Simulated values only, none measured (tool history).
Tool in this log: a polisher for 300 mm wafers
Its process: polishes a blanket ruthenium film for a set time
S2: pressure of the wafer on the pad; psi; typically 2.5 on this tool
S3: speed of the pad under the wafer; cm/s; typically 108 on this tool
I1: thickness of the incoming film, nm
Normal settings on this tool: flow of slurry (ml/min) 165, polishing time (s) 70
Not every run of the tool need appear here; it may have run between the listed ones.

{"run": 1, "hour": 0.0, "flow of slurry (ml/min)": 165, "S2": 2.5, "S3": 108, "polishing time (s)": 70, "I1": 408.5, "film removed (Å)": 819}
{"run": 2, "hour": 47.8, "flow of slurry (ml/min)": 165, "S2": 2.5, "S3": 108, "polishing time (s)": 70, "I1": 415.9, "film removed (Å)": 794}
{"run": 3, "hour": 88.6, "flow of slurry (ml/min)": 165, "S2": 2.5, "S3": 108, "polishing time (s)": 82, "I1": 406.4, "film removed (Å)": 944}
{"run": 4, "hour": 135.2, "flow of slurry (ml/min)": 165, "S2": 2.5, "S3": 108, "polishing time (s)": 82, "I1": 409.0, "film removed (Å)": 897}
{"hour": 141.6, "done": "worn pad replaced by a new one"}
{"run": 5, "hour": 241.5, "flow of slurry (ml/min)": 165, "S2": 2.5, "S3": 108, "polishing time (s)": 70, "I1": 418.3, "film removed (Å)": 789}
{"hour": 291.9, "done": "slurry nozzle cleaned"}
{"run": 6, "hour": 311.9, "flow of slurry (ml/min)": 165, "S2": 2.5, "S3": 108, "polishing time (s)": 70, "I1": 412.2, "film removed (Å)": 765}
{"hour": 339.0, "done": "head pressure recalibrated"}
{"run": 7, "hour": 380.8, "flow of slurry (ml/min)": 165, "S2": 2.9, "S3": 108, "polishing time (s)": 70, "I1": 408.4, "film removed (Å)": 1069}
{"run": 8, "hour": 632.5, "flow of slurry (ml/min)": 165, "S2": 2.9, "S3": 108, "polishing time (s)": 70, "I1": 407.4, "film removed (Å)": 1052}
{"hour": 765.8, "done": "worn pad replaced by a new one"}
{"run": 9, "hour": 816.2, "flow of slurry (ml/min)": 165, "S2": 2.5, "S3": 108, "polishing time (s)": 70, "I1": 409.8, "film removed (Å)": 899}
{"run": 10, "hour": 887.9, "flow of slurry (ml/min)": 165, "S2": 2.5, "S3": 108, "polishing time (s)": 70, "I1": 411.3, "film removed (Å)": 882}
{"run": 11, "hour": 958.4, "flow of slurry (ml/min)": 165, "S2": 2.5, "S3": 108, "polishing time (s)": 70, "I1": 411.3, "film removed (Å)": 869}
{"run": 12, "hour": 1038.4, "flow of slurry (ml/min)": 165, "S2": 2.5, "S3": 108, "polishing time (s)": 70, "I1": 403.1, "film removed (Å)": 878}
{"run": 13, "hour": 1085.5, "flow of slurry (ml/min)": 165, "S2": 2.5, "S3": 108, "polishing time (s)": 70, "I1": 400.2, "film removed (Å)": 859}
{"run": 14, "hour": 1138.3, "flow of slurry (ml/min)": 165, "S2": 2.5, "S3": 108, "polishing time (s)": 70, "I1": 412.1, "film removed (Å)": 856}
{"run": 15, "hour": 1187.9, "flow of slurry (ml/min)": 165, "S2": 2.5, "S3": 108, "polishing time (s)": 70, "I1": 411.1, "film removed (Å)": 861}
{"hour": 1193.4, "done": "slurry nozzle cleaned"}
{"run": 16, "hour": 1243.9, "flow of slurry (ml/min)": 165, "S2": 2.5, "S3": 108, "polishing time (s)": 70, "I1": 415.2, "film removed (Å)": 860}
{"hour": 1298.1, "done": "worn pad replaced by a new one"}
{"run": 17, "hour": 1317.5, "flow of slurry (ml/min)": 165, "S2": 2.5, "S3": 108, "polishing time (s)": 70, "I1": 412.5, "film removed (Å)": 845}
{"run": 18, "hour": 1369.6, "flow of slurry (ml/min)": 165, "S2": 2.5, "S3": 108, "polishing time (s)": 70, "I1": 412.7, "film removed (Å)": 824}
{"run": 19, "hour": 1414.3, "flow of slurry (ml/min)": 165, "S2": 2.5, "S3": 108, "polishing time (s)": 70, "I1": 405.7, "film removed (Å)": 847}
{"run": 20, "hour": 1474.2, "flow of slurry (ml/min)": 110, "S2": 2.5, "S3": 124, "polishing time (s)": 70, "I1": 416.9, "film removed (Å)": 888}
{"run": 21, "hour": 1556.3, "flow of slurry (ml/min)": 165, "S2": 1.9, "S3": 108, "polishing time (s)": 70, "I1": 407.2, "film removed (Å)": 623}
{"run": 22, "hour": 1622.5, "flow of slurry (ml/min)": 165, "S2": 2.5, "S3": 86, "polishing time (s)": 70, "I1": 405.5, "film removed (Å)": 650}
{"run": 23, "hour": 1673.8, "flow of slurry (ml/min)": 165, "S2": 2.5, "S3": 108, "polishing time (s)": 70, "I1": 408.0, "film removed (Å)": 829}
{"hour": 1710.5, "done": "head pressure recalibrated"}
{"run": 24, "hour": 1744.2, "flow of slurry (ml/min)": 165, "S2": 2.8, "S3": 130, "polishing time (s)": 79, "I1": 405.0, "film removed (Å)": 1357}
{"run": 25, "hour": 1802.8, "flow of slurry (ml/min)": 105, "S2": 1.8, "S3": 74, "polishing time (s)": 56, "I1": 404.5, "film removed (Å)": 353}
{"hour": 1846.9, "done": "worn pad replaced by a new one"}
{"run": 26, "hour": 1855.3, "flow of slurry (ml/min)": 195, "S2": 2.5, "S3": 138, "polishing time (s)": 77, "I1": 404.8, "film removed (Å)": 1309}
{"run": 27, "hour": 1948.1, "flow of slurry (ml/min)": 120, "S2": 1.9, "S3": 108, "polishing time (s)": 86, "I1": 401.5, "film removed (Å)": 815}
{"run": 28, "hour": 1991.5, "flow of slurry (ml/min)": 165, "S2": 2.1, "S3": 138, "polishing time (s)": 94, "I1": 406.5, "film removed (Å)": 1262}
{"run": 29, "hour": 2037.9, "flow of slurry (ml/min)": 215, "S2": 2.9, "S3": 136, "polishing time (s)": 91, "I1": 411.9, "film removed (Å)": 1730}
{"run": 30, "hour": 2124.1, "flow of slurry (ml/min)": 165, "S2": 1.6, "S3": 108, "polishing time (s)": 70, "I1": 412.6, "film removed (Å)": 561}
{"hour": 2181.4, "done": "slurry nozzle cleaned"}
{"run": 31, "hour": 2225.6, "flow of slurry (ml/min)": 165, "S2": 1.6, "S3": 108, "polishing time (s)": 70, "I1": 411.6, "film removed (Å)": 556}
{"run": 32, "hour": 2311.8, "flow of slurry (ml/min)": 165, "S2": 2.5, "S3": 108, "polishing time (s)": 70, "I1": 408.2, "film removed (Å)": 880}
{"hour": 2442.8, "done": "worn pad replaced by a new one"}
{"run": 33, "hour": 2461.6, "flow of slurry (ml/min)": 130, "S2": 2.5, "S3": 86, "polishing time (s)": 89, "I1": 412.6, "film removed (Å)": 848}
{"run": 34, "hour": 2538.2, "flow of slurry (ml/min)": 205, "S2": 2.5, "S3": 124, "polishing time (s)": 70, "I1": 406.2, "film removed (Å)": 1013}
{"run": 35, "hour": 2583.7, "flow of slurry (ml/min)": 165, "S2": 2.5, "S3": 108, "polishing time (s)": 81, "I1": 412.7, "film removed (Å)": 955}
{"run": 36, "hour": 2642.5, "flow of slurry (ml/min)": 215, "S2": 2.5, "S3": 72, "polishing time (s)": 70, "I1": 411.2, "film removed (Å)": 603}
{"run": 37, "hour": 2680.3, "flow of slurry (ml/min)": 165, "S2": 2.5, "S3": 108, "polishing time (s)": 86, "I1": 411.6, "film removed (Å)": 1031}
{"run": 38, "hour": 2772.1, "flow of slurry (ml/min)": 120, "S2": 2.8, "S3": 90, "polishing time (s)": 85, "I1": 406.7, "film removed (Å)": 905}

List, for all runs, the conditions of the tool that the log does not record:
removal rate lost through wear of the pad, %: 0 across all the runs
slurry flow missing at the pad, %: 0 across all the runs
H1: deviation of the head's pressure from its setpoint, %
run=1 H1=-13
run=2 H1=-13.5
run=3 H1=-13.9
run=4 H1=-14.3
run=5 H1=-15.3
run=6 H1=-16
run=7 H1=0.086
run=8 H1=-2.27
run=9 H1=-3.99
run=10 H1=-4.66
run=11 H1=-5.32
run=12 H1=-6.07
run=13 H1=-6.51
run=14 H1=-7
run=15 H1=-7.47
run=16 H1=-7.99
run=17 H1=-8.68
run=18 H1=-9.17
run=19 H1=-9.59
run=20 H1=-10.1
run=21 H1=-10.9
run=22 H1=-11.5
run=23 H1=-12
run=24 H1=-0.632
run=25 H1=-1.18
run=26 H1=-1.67
run=27 H1=-2.54
run=28 H1=-2.95
run=29 H1=-3.38
run=30 H1=-4.19
run=31 H1=-5.14
run=32 H1=-5.94
run=33 H1=-7.35
run=34 H1=-8.06
run=35 H1=-8.49
run=36 H1=-9.04
run=37 H1=-9.39
run=38 H1=-10.3

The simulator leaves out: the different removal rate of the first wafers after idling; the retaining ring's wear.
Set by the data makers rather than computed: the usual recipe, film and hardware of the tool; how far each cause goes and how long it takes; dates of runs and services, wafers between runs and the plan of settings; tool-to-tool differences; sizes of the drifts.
